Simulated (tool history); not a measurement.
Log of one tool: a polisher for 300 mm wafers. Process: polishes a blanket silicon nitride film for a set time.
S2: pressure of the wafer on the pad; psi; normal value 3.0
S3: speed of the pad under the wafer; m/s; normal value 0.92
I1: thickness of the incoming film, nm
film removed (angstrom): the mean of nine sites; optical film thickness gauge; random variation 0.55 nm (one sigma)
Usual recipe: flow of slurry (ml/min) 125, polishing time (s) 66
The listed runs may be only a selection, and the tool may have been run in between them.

Run 1, hour 0.0: usual settings; I1 380.5. Result: film removed (angstrom) 781.
Run 2, hour 33.0: usual settings; I1 375.8. Result: film removed (angstrom) 787.
At hour 63.4: worn pad replaced by a new one.
Run 3, hour 67.6: usual settings; I1 377.9. Result: film removed (angstrom) 780.
Run 4, hour 97.2: usual settings; I1 381.7. Result: film removed (angstrom) 780.
Run 5, hour 112.0: usual settings; I1 380.1. Result: film removed (angstrom) 782.
Run 6, hour 147.1: usual settings but S3 1.04 m/s; I1 384.8. Result: film removed (angstrom) 846.
Run 7, hour 165.4: usual settings but S3 1.04 m/s; I1 383.7. Result: film removed (angstrom) 861.
Run 8, hour 193.7: usual settings; I1 382.7. Result: film removed (angstrom) 782.
At hour 205.5: worn pad replaced by a new one.
Run 9, hour 219.4: usual settings; I1 382.5. Result: film removed (angstrom) 775.
Run 10, hour 243.4: usual settings but polishing time (s) 80; I1 380.6. Result: film removed (angstrom) 949.
Run 11, hour 256.4: usual settings but polishing time (s) 80; I1 378.4. Result: film removed (angstrom) 942.
Run 12, hour 286.8: usual settings but S2 3.5 psi; I1 381.4. Result: film removed (angstrom) 874.
Run 13, hour 320.5: usual settings but S3 0.76 m/s; I1 376.8. Result: film removed (angstrom) 693.
Run 14, hour 334.3: usual settings but S3 0.76 m/s; I1 384.7. Result: film removed (angstrom) 684.
Run 15, hour 353.6: usual settings; I1 377.2. Result: film removed (angstrom) 783.
At hour 368.0: worn pad replaced by a new one.
Run 16, hour 371.9: usual settings but flow of slurry (ml/min) 165, S2 3.4 psi, S3 1.18 m/s, polishing time (s) 77; I1 373.0. Result: film removed (angstrom) 1245.
At hour 393.4: slurry nozzle cleaned.
Run 17, hour 393.9: usual settings but flow of slurry (ml/min) 140, S3 0.64 m/s, polishing time (s) 82; I1 381.4. Result: film removed (angstrom) 788.
Run 18, hour 427.5: usual settings but flow of slurry (ml/min) 150, S3 0.72 m/s; I1 378.2. Result: film removed (angstrom) 689.
Run 19, hour 456.6: usual settings; I1 381.5. Result: film removed (angstrom) 784.
Run 20, hour 485.8: usual settings but S3 0.84 m/s; I1 380.0. Result: film removed (angstrom) 733.
At hour 499.9: worn pad replaced by a new one.
At hour 500.4: head pressure recalibrated.
Run 21, hour 509.2: usual settings but polishing time (s) 75; I1 381.3. Result: film removed (angstrom) 953.
Run 22, hour 529.2: usual settings; I1 379.2. Result: film removed (angstrom) 828.
Run 23, hour 545.3: usual settings; I1 376.7. Result: film removed (angstrom) 828.
Run 24, hour 557.7: usual settings but flow of slurry (ml/min) 145, S2 2.2 psi, polishing time (s) 82; I1 386.4. Result: film removed (angstrom) 839.
Run 25, hour 592.2: usual settings; I1 375.0. Result: film removed (angstrom) 812.
Run 26, hour 608.3: usual settings but S2 2.6 psi, S3 0.82 m/s; I1 382.7. Result: film removed (angstrom) 678.
Run 27, hour 637.8: usual settings but flow of slurry (ml/min) 165, S3 1.04 m/s, polishing time (s) 56; I1 379.8. Result: film removed (angstrom) 784.
At hour 663.9: worn pad replaced by a new one.
Run 28, hour 664.4: usual settings but S2 4.0 psi, polishing time (s) 58; I1 379.8. Result: film removed (angstrom) 904.
Run 29, hour 691.7: usual settings but S3 1.14 m/s; I1 378.1. Result: film removed (angstrom) 930.
Run 30, hour 710.0: usual settings but S2 2.2 psi, S3 1.16 m/s, polishing time (s) 86; I1 382.0. Result: film removed (angstrom) 956.
Run 31, hour 731.9: usual settings but flow of slurry (ml/min) 110, S3 0.74 m/s; I1 379.7. Result: film removed (angstrom) 675.

For each run, the measured value with the value that run would have given without the tool's hidden condition subtracted. The run-to-run variation is shared by both, the gauge scatter possibly not:
Hidden conditions of the tool in this case: removal rate lost through wear of the pad, %; slurry flow missing at the pad, %; deviation of the head's pressure from its setpoint, %.
run  film removed (angstrom)
  1                      -63
  2                      -64
  3                      -64
  4                      -64
  5                      -65
  6                      -71
  7                      -72
  8                      -66
  9                      -66
 10                      -81
 11                      -80
 12                      -75
 13                      -60
 14                      -60
 15                      -68
 16                     -109
 17                      -69
 18                      -60
 19                      -69
 20                      -64
 21                      -18
 22                      -18
 23                      -21
 24                      -24
 25                      -28
 26                      -25
 27                      -34
 28                      -43
 29                      -48
 30                      -52
 31                      -39
